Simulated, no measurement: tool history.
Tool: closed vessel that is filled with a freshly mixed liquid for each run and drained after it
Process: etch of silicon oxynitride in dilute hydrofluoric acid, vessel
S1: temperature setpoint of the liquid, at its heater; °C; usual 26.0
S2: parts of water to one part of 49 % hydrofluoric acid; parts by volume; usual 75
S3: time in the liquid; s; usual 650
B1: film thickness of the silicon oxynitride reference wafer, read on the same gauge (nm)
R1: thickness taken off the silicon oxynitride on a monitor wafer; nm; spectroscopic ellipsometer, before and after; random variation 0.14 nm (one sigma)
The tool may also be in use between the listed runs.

{"run": 1, "hour": 0.0, "S1": 26.0, "S2": 75, "S3": 650, "B1": 99.99, "R1": 39.01}
{"run": 2, "hour": 41.1, "S1": 26.0, "S2": 75, "S3": 650, "B1": 100.01, "R1": 39.23}
{"run": 3, "hour": 65.1, "S1": 26.0, "S2": 75, "S3": 650, "B1": 100.0, "R1": 39.37}
{"run": 4, "hour": 92.7, "S1": 28.5, "S2": 105, "S3": 650, "B1": 99.99, "R1": 30.81}
{"hour": 109.9, "done": "hydrofluoric acid flow meter replaced"}
{"run": 5, "hour": 134.1, "S1": 26.0, "S2": 75, "S3": 650, "B1": 100.0, "R1": 38.37}
{"run": 6, "hour": 169.8, "S1": 26.0, "S2": 75, "S3": 650, "B1": 99.99, "R1": 38.48}
{"run": 7, "hour": 207.9, "S1": 26.0, "S2": 75, "S3": 565, "B1": 99.99, "R1": 33.42}
{"run": 8, "hour": 261.5, "S1": 26.0, "S2": 75, "S3": 565, "B1": 100.01, "R1": 33.59}
{"run": 9, "hour": 317.6, "S1": 26.0, "S2": 75, "S3": 565, "B1": 99.99, "R1": 33.45}
{"run": 10, "hour": 375.5, "S1": 22.5, "S2": 75, "S3": 485, "B1": 99.99, "R1": 24.43}
{"hour": 422.1, "done": "thermometer replaced"}
{"run": 11, "hour": 435.5, "S1": 29.0, "S2": 75, "S3": 650, "B1": 100.0, "R1": 44.23}
{"run": 12, "hour": 463.4, "S1": 29.0, "S2": 75, "S3": 650, "B1": 99.99, "R1": 44.58}
{"hour": 474.9, "done": "gauge calibrated"}
{"run": 13, "hour": 515.9, "S1": 26.0, "S2": 75, "S3": 650, "B1": 100.0, "R1": 38.83}
{"run": 14, "hour": 547.2, "S1": 22.0, "S2": 110, "S3": 810, "B1": 100.0, "R1": 26.45}
{"run": 15, "hour": 586.1, "S1": 26.0, "S2": 60, "S3": 650, "B1": 99.99, "R1": 49.34}
{"run": 16, "hour": 649.1, "S1": 26.0, "S2": 75, "S3": 650, "B1": 100.0, "R1": 38.95}
{"run": 17, "hour": 777.1, "S1": 30.0, "S2": 100, "S3": 795, "B1": 99.99, "R1": 42.3}
{"hour": 794.7, "done": "hydrofluoric acid flow meter replaced"}
{"run": 18, "hour": 825.2, "S1": 24.0, "S2": 75, "S3": 650, "B1": 100.0, "R1": 34.85}

Forecast run 19:
{"run": 19, "hour": 850.8, "S1": 26.0, "S2": 75, "S3": 650, "B1": "?", "R1": "?"}

{"run 19": {"B1": 100.01, "R1": 38.22}}
Without the tool's hidden state the same run would have given R1 37.99 nm.

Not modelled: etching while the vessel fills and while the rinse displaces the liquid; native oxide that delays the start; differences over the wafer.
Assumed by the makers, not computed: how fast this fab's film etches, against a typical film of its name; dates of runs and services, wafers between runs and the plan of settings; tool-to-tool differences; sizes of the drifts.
